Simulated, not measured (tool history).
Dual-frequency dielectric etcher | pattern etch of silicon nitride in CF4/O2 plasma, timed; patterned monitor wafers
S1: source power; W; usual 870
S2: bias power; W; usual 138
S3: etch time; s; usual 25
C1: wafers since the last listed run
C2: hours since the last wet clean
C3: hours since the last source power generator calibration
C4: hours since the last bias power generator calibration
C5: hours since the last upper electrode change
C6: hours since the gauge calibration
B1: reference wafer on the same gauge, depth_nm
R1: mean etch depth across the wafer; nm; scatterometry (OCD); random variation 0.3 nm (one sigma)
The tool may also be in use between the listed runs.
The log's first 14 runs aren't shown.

run,hour,S1,S2,S3,C1,C2,C3,C4,C5,C6,B1,R1
15,919.5,670,138,21,435,114.6,769.8,4964.2,920,210,82,56.7
16,960.2,950,167,25,726,155.3,810.5,5004.9,960.7,250.7,82,89.4
17,1015.3,870,128,25,983,210.4,865.6,5060,1015.8,305.8,82,77.4
18,1039.7,870,150,21.5,435,234.8,890,5084.4,1040.2,330.2,81.9,70.5
# hour 1049.7: bias power generator calibrated
19,1098.9,870,165,25,985,294,949.2,49.2,1099.4,389.4,82,85.3
20,1133.2,870,138,25,612,328.3,983.5,83.5,1133.7,423.7,82.1,80.8
21,1178.1,870,106,25,801,373.2,1028.4,128.4,1178.6,468.6,82,74.8
22,1215.3,710,138,20,663,410.4,1065.6,165.6,1215.8,505.8,82,57.2
23,1266,1000,171,25,904,461.1,1116.3,216.3,1266.5,556.5,82.1,94.9
# hour 1312.6: wet clean of the chamber
24,1332.7,870,138,31,762,20.1,1183,283,1333.2,623.2,82.1,97.9
25,1377.8,870,149,21,804,65.2,1228.1,328.1,1378.3,668.3,82.1,67.7
26,1577.6,870,138,25,3566,265,1427.9,527.9,1578.1,868.1,82,80.5
27,1621.1,1080,105,23,776,308.5,1471.4,571.4,1621.6,911.6,82,78.7
28,1674,970,120,27,944,361.4,1524.3,624.3,1674.5,964.5,82,90.5
29,1714.3,650,138,19.5,719,401.7,1564.6,664.6,1714.8,1004.8,82,53.4
30,1777,870,154,32,1119,464.4,1627.3,727.3,1777.5,1067.5,82,108.7

4 ways to go on from here, each from the tool as it stands after run 30. What would each give?
A,1777.4,870,138,25,7,464.8,1627.7,727.7,1777.9,1067.9,?,?
B,1777.4,870,138,28,7,464.8,1627.7,727.7,1777.9,1067.9,?,?
C,1777.4,870,153,31,7,464.8,1627.7,727.7,1777.9,1067.9,?,?
D,1777.4,870,138,18.5,7,464.8,1627.7,727.7,1777.9,1067.9,?,?

run,B1,R1
A,82,81.8
B,82,91.6
C,82,104.8
D,82,60.5
Without the tool's hidden state the same runs would have given:
run,R1
A,78.5
B,88
C,100.6
D,58.1

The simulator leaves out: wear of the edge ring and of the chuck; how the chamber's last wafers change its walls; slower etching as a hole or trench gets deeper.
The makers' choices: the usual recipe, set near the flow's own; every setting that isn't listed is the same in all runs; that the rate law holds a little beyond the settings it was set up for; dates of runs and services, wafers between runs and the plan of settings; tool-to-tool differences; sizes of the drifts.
